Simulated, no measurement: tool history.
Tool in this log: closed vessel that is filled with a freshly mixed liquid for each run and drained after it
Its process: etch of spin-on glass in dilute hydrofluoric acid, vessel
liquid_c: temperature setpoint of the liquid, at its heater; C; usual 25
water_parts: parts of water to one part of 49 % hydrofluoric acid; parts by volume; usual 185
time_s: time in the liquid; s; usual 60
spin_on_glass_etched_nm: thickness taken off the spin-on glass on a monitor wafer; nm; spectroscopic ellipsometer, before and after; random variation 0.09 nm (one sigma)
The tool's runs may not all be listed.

run	hour	liquid_c	water_parts	time_s	read-back film thickness of the spin-on glass reference wafer, read on the same gauge (nm)	spin_on_glass_etched_nm
1	0.0	25	185	60	49.99	12.78
2	102.4	25	185	60	49.99	12.74
3	139.0	25	185	60	49.99	12.79
4	211.7	25	185	60	50.00	12.87
# hour 253.1: hydrofluoric acid flow meter replaced
5	298.5	25	185	60	49.97	12.69
6	398.5	25	185	60	50.00	12.74
7	494.1	25	185	60	50.01	12.83
8	577.4	25	185	60	50.02	12.74
9	666.0	25	185	60	50.03	12.88
10	731.5	25	185	60	50.01	12.82
11	780.1	25	155	60	49.99	15.98
# hour 804.3: hydrofluoric acid flow meter replaced
12	830.3	25	185	35	50.00	7.51
13	870.9	25	185	35	49.98	7.41
# hour 919.5: thermometer replaced
14	966.0	27	110	85	50.01	35.93
15	1152.8	25	185	60	50.01	12.87
# hour 1187.2: gauge calibrated
16	1210.6	21	140	75	49.99	19.03

What will run 17 give?
17	1291.0	25	185	60	?	?

{"run 17": {"read-back film thickness of the spin-on glass reference wafer, read on the same gauge (nm)": 49.98, "spin_on_glass_etched_nm": 12.88}}
With the hidden condition absent and the run-to-run variation left alone, this run would have shown spin_on_glass_etched_nm 12.88 nm.

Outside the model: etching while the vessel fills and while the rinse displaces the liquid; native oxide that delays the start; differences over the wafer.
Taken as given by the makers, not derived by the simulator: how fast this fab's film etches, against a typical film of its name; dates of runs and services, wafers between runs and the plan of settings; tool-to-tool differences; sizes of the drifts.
